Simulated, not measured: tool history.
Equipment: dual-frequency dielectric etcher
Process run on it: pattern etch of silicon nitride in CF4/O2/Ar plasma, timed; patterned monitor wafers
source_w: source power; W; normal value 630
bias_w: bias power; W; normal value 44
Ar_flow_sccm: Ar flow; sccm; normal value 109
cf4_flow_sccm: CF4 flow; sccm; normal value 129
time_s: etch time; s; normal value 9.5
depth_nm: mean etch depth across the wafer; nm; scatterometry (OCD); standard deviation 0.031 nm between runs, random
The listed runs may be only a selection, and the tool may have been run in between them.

| run | hour | source_w | bias_w | Ar_flow_sccm | cf4_flow_sccm | time_s | wafers since the last listed run | hours since the last wet clean | hours since the last source power generator calibration | hours since the last bias power generator calibration | hours since the last Ar flow controller change | hours since the last CF4 flow controller change | hours since the last upper electrode change | hours since the gauge calibration | read-back reference wafer on the same gauge, depth_nm | depth_nm |
|---|---|---|---|---|---|---|---|---|---|---|---|---|---|---|---|---|
| 1 | 0.0 | 630 | 44 | 109 | 129 | 10.5 | 0 | 294.6 | 5005.3 | 1639.8 | 4422.9 | 6375.0 | 3821.4 | 218.4 | 17.21 | 23.37 |
| 2 | 9.8 | 630 | 44 | 109 | 129 | 9.5 | 197 | 304.4 | 5015.1 | 1649.6 | 4432.7 | 6384.8 | 3831.2 | 228.2 | 17.21 | 21.11 |
|  | 50.5 | Ar flow controller replaced |
|  | 53.3 | wet clean of the chamber |
| 3 | 53.8 | 630 | 44 | 109 | 129 | 9.5 | 708 | 0.5 | 5059.1 | 1693.6 | 3.3 | 6428.8 | 3875.2 | 272.2 | 17.20 | 20.93 |
| 4 | 54.1 | 630 | 44 | 109 | 117 | 9.5 | 6 | 0.8 | 5059.4 | 1693.9 | 3.6 | 6429.1 | 3875.5 | 272.5 | 17.18 | 20.73 |
| 5 | 56.5 | 630 | 44 | 109 | 117 | 9.5 | 48 | 3.2 | 5061.8 | 1696.3 | 6.0 | 6431.5 | 3877.9 | 274.9 | 17.20 | 20.71 |
|  | 68.4 | CF4 flow controller replaced |
| 6 | 68.9 | 520 | 44 | 109 | 129 | 9.5 | 129 | 15.6 | 5074.2 | 1708.7 | 18.4 | 0.5 | 3890.3 | 287.3 | 17.21 | 18.87 |
|  | 80.6 | source power generator calibrated |
| 7 | 81.1 | 630 | 44 | 109 | 129 | 11.5 | 165 | 27.8 | 0.5 | 1720.9 | 30.6 | 12.7 | 3902.5 | 299.5 | 17.21 | 25.35 |
| 8 | 91.6 | 630 | 44 | 109 | 129 | 9.5 | 211 | 38.3 | 11.0 | 1731.4 | 41.1 | 23.2 | 3913.0 | 310.0 | 17.20 | 20.93 |
| 9 | 109.4 | 630 | 44 | 109 | 129 | 9.5 | 358 | 56.1 | 28.8 | 1749.2 | 58.9 | 41.0 | 3930.8 | 327.8 | 17.19 | 21.02 |
|  | 127.3 | bias power generator calibrated |
|  | 129.8 | gauge calibrated |
|  | 140.0 | upper electrode replaced |
| 10 | 140.5 | 480 | 38 | 109 | 129 | 6.5 | 289 | 87.2 | 59.9 | 13.2 | 90.0 | 72.1 | 0.5 | 10.7 | 17.20 | 11.83 |
| 11 | 140.8 | 630 | 44 | 109 | 153 | 9.5 | 6 | 87.5 | 60.2 | 13.5 | 90.3 | 72.4 | 0.8 | 11.0 | 17.20 | 21.35 |
| 12 | 146.4 | 630 | 44 | 131 | 159 | 9.5 | 112 | 93.1 | 65.8 | 19.1 | 95.9 | 78.0 | 6.4 | 16.6 | 17.19 | 21.09 |
| 13 | 157.6 | 630 | 44 | 123 | 129 | 9.5 | 225 | 104.3 | 77.0 | 30.3 | 107.1 | 89.2 | 17.6 | 27.8 | 17.20 | 20.70 |
| 14 | 170.1 | 630 | 51 | 109 | 105 | 9.5 | 252 | 116.8 | 89.5 | 42.8 | 119.6 | 101.7 | 30.1 | 40.3 | 17.19 | 21.61 |
| 15 | 181.4 | 560 | 44 | 109 | 129 | 9.5 | 227 | 128.1 | 100.8 | 54.1 | 130.9 | 113.0 | 41.4 | 51.6 | 17.19 | 19.69 |
| 16 | 198.7 | 630 | 44 | 109 | 129 | 9.5 | 348 | 145.4 | 118.1 | 71.4 | 148.2 | 130.3 | 58.7 | 68.9 | 17.21 | 21.03 |
| 17 | 215.5 | 630 | 44 | 109 | 129 | 9.5 | 338 | 162.2 | 134.9 | 88.2 | 165.0 | 147.1 | 75.5 | 85.7 | 17.21 | 21.04 |
| 18 | 224.4 | 630 | 44 | 124 | 104 | 12.0 | 179 | 171.1 | 143.8 | 97.1 | 173.9 | 156.0 | 84.4 | 94.6 | 17.20 | 25.61 |
| 19 | 241.7 | 770 | 44 | 109 | 147 | 8.5 | 348 | 188.4 | 161.1 | 114.4 | 191.2 | 173.3 | 101.7 | 111.9 | 17.21 | 21.45 |
| 20 | 251.0 | 630 | 41 | 109 | 158 | 9.5 | 187 | 197.7 | 170.4 | 123.7 | 200.5 | 182.6 | 111.0 | 121.2 | 17.20 | 21.01 |

Below, each run's measurement less what the same run would have read without the hidden state. Both values contain the same run-to-run variation, but the gauge's scatter may not be the same in both:
What the log doesn't record here: etch rate over this chamber's usual, %; source power that arrives over what is set, %; bias power that arrives over what is set, %; Ar flow that arrives over what is set, %; CF4 flow that arrives over what is set, %; gauge reads high (%).
| run | depth_nm |
|---|---|
| 1 | +0.21 |
| 2 | +0.19 |
| 3 | -0.01 |
| 4 | +0.00 |
| 5 | +0.00 |
| 6 | +0.01 |
| 7 | +0.02 |
| 8 | +0.02 |
| 9 | +0.03 |
| 10 | +0.03 |
| 11 | +0.06 |
| 12 | +0.06 |
| 13 | +0.06 |
| 14 | +0.07 |
| 15 | +0.08 |
| 16 | +0.09 |
| 17 | +0.11 |
| 18 | +0.13 |
| 19 | +0.12 |
| 20 | +0.13 |

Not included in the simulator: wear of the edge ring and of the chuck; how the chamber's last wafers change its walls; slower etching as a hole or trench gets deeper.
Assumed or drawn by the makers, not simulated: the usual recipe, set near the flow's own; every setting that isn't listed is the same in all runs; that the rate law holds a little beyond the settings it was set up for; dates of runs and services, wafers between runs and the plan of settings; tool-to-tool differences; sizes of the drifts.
